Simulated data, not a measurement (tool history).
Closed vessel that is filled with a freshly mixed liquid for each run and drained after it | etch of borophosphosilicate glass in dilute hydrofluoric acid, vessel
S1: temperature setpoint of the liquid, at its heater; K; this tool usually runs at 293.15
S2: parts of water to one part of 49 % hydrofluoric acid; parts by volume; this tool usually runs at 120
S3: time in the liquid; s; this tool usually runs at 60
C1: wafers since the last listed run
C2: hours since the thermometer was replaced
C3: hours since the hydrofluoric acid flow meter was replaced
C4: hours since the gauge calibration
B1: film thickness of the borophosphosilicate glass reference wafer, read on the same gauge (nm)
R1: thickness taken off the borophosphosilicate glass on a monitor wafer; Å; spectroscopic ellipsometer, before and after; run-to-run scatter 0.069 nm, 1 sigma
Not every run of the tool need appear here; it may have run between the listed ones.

run    hour      S1   S2  S3     C1      C2      C3      C4     B1     R1
  1       0  293.15  120  60      0  1115.3   397.4  1256.8  40.01  178.2
  2    83.8  293.15  120  60   9948  1199.1   481.2  1340.6  39.99    177
  3   137.9  293.15  120  60   6422  1253.2   535.3  1394.7     40  177.6
  4   174.5  296.15  120  60   4344  1289.8   571.9  1431.3  40.01  199.7
  5   277.8  296.15  120  60  12263  1393.1   675.2  1534.6  39.99  199.6
  6     384  293.15  120  60  12607  1499.3   781.4  1640.8     40  176.3
  7   451.3  293.15  120  60   7989  1566.6   848.7  1708.1  39.99    178
  8   541.7  293.15  120  60  10731    1657   939.1  1798.5  40.01  176.5
  9     650  293.15  120  60  12856  1765.3  1047.4  1906.8  40.01  176.4
 10   713.4  293.15  120  60   7526  1828.7  1110.8  1970.2     40  177.6
      718.1  -- thermometer replaced
      737.1  -- hydrofluoric acid flow meter replaced
 11   803.9  293.15  120  60  10506    85.8    66.8  2060.7     40  177.3
 12   892.6  293.15  120  60  10529   174.5   155.5  2149.4  40.01  177.6
 13   974.5  293.15  120  60   9722   256.4   237.4  2231.3  40.01    177
 14  1052.7  293.15   85  60   9283   334.6   315.6  2309.5     40  260.7
 15  1142.5  293.15  150  35  10660   424.4   405.4  2399.3  40.01   80.4
 16  1239.4  291.65  175  95  11503   521.3   502.3  2496.2     40  171.3
 17  1338.6  293.15  120  60  11776   620.5   601.5  2595.4  39.98    178

Expected results for the next run?
 18  1421  295.15  120  60  9781  702.9  683.9  2677.8   ?   ?

B1: 40.02
R1: 191.7 Å
With the hidden condition absent and the run-to-run variation left alone, this run would have shown R1 191.7 Å.
